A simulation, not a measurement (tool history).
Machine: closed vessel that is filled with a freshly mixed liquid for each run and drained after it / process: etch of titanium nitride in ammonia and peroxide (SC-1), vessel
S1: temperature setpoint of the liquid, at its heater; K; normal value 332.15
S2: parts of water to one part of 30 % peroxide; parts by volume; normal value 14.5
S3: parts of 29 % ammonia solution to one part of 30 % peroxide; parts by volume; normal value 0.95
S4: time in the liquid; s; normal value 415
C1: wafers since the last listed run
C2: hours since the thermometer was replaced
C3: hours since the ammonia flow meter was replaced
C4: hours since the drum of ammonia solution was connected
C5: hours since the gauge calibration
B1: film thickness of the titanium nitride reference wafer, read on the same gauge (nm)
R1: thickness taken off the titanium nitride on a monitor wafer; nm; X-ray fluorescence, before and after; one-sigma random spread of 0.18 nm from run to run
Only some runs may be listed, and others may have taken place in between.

| run | hour | S1 | S2 | S3 | S4 | C1 | C2 | C3 | C4 | C5 | B1 | R1 |
|---|---|---|---|---|---|---|---|---|---|---|---|---|
| 1 | 0 | 332.15 | 14.5 | 1.2 | 415 | 0 | 649 | 38.9 | 638 | 667.3 | 61.39 | 34.71 |
|  | 0.9 | new drum of ammonia solution connected |
| 2 | 59.1 | 332.15 | 12.5 | 0.95 | 415 | 4219 | 708.1 | 98 | 58.2 | 726.4 | 61.48 | 36.75 |
| 3 | 100.8 | 334.65 | 14.5 | 0.95 | 415 | 3021 | 749.8 | 139.7 | 99.9 | 768.1 | 61.56 | 39.88 |
| 4 | 166.4 | 332.15 | 18 | 0.95 | 415 | 4753 | 815.4 | 205.3 | 165.5 | 833.7 | 61.66 | 29.78 |
| 5 | 231.5 | 332.15 | 14.5 | 0.95 | 415 | 4717 | 880.5 | 270.4 | 230.6 | 898.8 | 61.82 | 33.93 |
| 6 | 275.1 | 332.15 | 14.5 | 0.95 | 415 | 3159 | 924.1 | 314 | 274.2 | 942.4 | 61.87 | 33.97 |
|  | 284 | thermometer replaced |
| 7 | 317.2 | 332.15 | 10 | 0.95 | 355 | 2978 | 33.2 | 356.1 | 316.3 | 984.5 | 61.99 | 35.56 |
| 8 | 375 | 332.15 | 14.5 | 0.95 | 415 | 4188 | 91 | 413.9 | 374.1 | 1042.3 | 62.08 | 33.9 |
| 9 | 430.2 | 332.15 | 14.5 | 0.95 | 415 | 3999 | 146.2 | 469.1 | 429.3 | 1097.5 | 62.21 | 34.06 |
|  | 436.7 | ammonia flow meter replaced |
| 10 | 473.2 | 332.15 | 14.5 | 0.95 | 415 | 3043 | 189.2 | 36.5 | 472.3 | 1140.5 | 62.31 | 34.01 |
| 11 | 520.5 | 332.15 | 14.5 | 0.85 | 415 | 3427 | 236.5 | 83.8 | 519.6 | 1187.8 | 62.38 | 33.49 |
|  | 545.3 | new drum of ammonia solution connected |
| 12 | 576.4 | 332.15 | 14.5 | 0.85 | 415 | 3977 | 292.4 | 139.7 | 31.1 | 1243.7 | 62.5 | 33.82 |
| 13 | 602.9 | 332.15 | 14.5 | 0.85 | 415 | 1920 | 318.9 | 166.2 | 57.6 | 1270.2 | 62.54 | 33.85 |
|  | 640.8 | gauge calibrated |
| 14 | 662.9 | 336.15 | 8.5 | 0.95 | 600 | 4347 | 378.9 | 226.2 | 117.6 | 22.1 | 60.22 | 82.24 |
| 15 | 711.8 | 332.15 | 14.5 | 0.95 | 345 | 3543 | 427.8 | 275.1 | 166.5 | 71 | 60.31 | 27.38 |
| 16 | 756.1 | 328.65 | 20 | 1.2 | 290 | 3209 | 472.1 | 319.4 | 210.8 | 115.3 | 60.38 | 16.11 |
| 17 | 825.7 | 341.65 | 18.5 | 0.55 | 415 | 5043 | 541.7 | 389 | 280.4 | 184.9 | 60.53 | 48.49 |
| 18 | 894.4 | 332.15 | 14.5 | 0.95 | 415 | 4977 | 610.4 | 457.7 | 349.1 | 253.6 | 60.68 | 33.43 |
|  | 916.3 | ammonia flow meter replaced |
| 19 | 957.8 | 325.65 | 12.5 | 0.6 | 590 | 4521 | 673.8 | 41.5 | 412.5 | 317 | 60.79 | 30.66 |
| 20 | 992.3 | 332.15 | 14.5 | 0.95 | 415 | 2499 | 708.3 | 76 | 447 | 351.5 | 60.9 | 33.6 |
|  | 1040.6 | thermometer replaced |
| 21 | 1041.1 | 337.65 | 9.5 | 0.6 | 515 | 3463 | 0.5 | 124.8 | 495.8 | 400.3 | 60.97 | 69.21 |
| 22 | 1072.9 | 341.65 | 9.5 | 1.2 | 495 | 2304 | 32.3 | 156.6 | 527.6 | 432.1 | 61.02 | 94.92 |
|  | 1087.9 | new drum of ammonia solution connected |
| 23 | 1119.4 | 332.15 | 14.5 | 0.95 | 415 | 3296 | 78.8 | 203.1 | 31.5 | 478.6 | 61.1 | 33.53 |
| 24 | 1176.1 | 326.15 | 14.5 | 0.95 | 415 | 4108 | 135.5 | 259.8 | 88.2 | 535.3 | 61.27 | 22.45 |
| 25 | 1229.3 | 332.15 | 14.5 | 0.95 | 415 | 3854 | 188.7 | 313 | 141.4 | 588.5 | 61.37 | 33.86 |
| 26 | 1298 | 337.15 | 9.5 | 0.95 | 415 | 4977 | 257.4 | 381.7 | 210.1 | 657.2 | 61.51 | 58.59 |
| 27 | 1329.8 | 332.15 | 17 | 0.95 | 415 | 2304 | 289.2 | 413.5 | 241.9 | 689 | 61.54 | 31.37 |

Forecast each of these 4 alternatives for the next run:
| A | 1330.6 | 332.15 | 14.5 | 0.95 | 415 | 57 | 290 | 414.3 | 242.7 | 689.8 | ? | ? |
| B | 1330.6 | 327.65 | 14.5 | 1.2 | 245 | 57 | 290 | 414.3 | 242.7 | 689.8 | ? | ? |
| C | 1330.6 | 332.15 | 14.5 | 0.7 | 170 | 57 | 290 | 414.3 | 242.7 | 689.8 | ? | ? |
| D | 1330.6 | 332.15 | 12 | 0.95 | 415 | 57 | 290 | 414.3 | 242.7 | 689.8 | ? | ? |

| run | B1 | R1 |
|---|---|---|
| A | 61.56 | 33.8 |
| B | 61.56 | 15.34 |
| C | 61.56 | 13.15 |
| D | 61.56 | 37.31 |
With no hidden state in the tool, these same runs would have given:
| run | R1 |
|---|---|
| A | 32.95 |
| B | 14.95 |
| C | 12.82 |
| D | 36.38 |
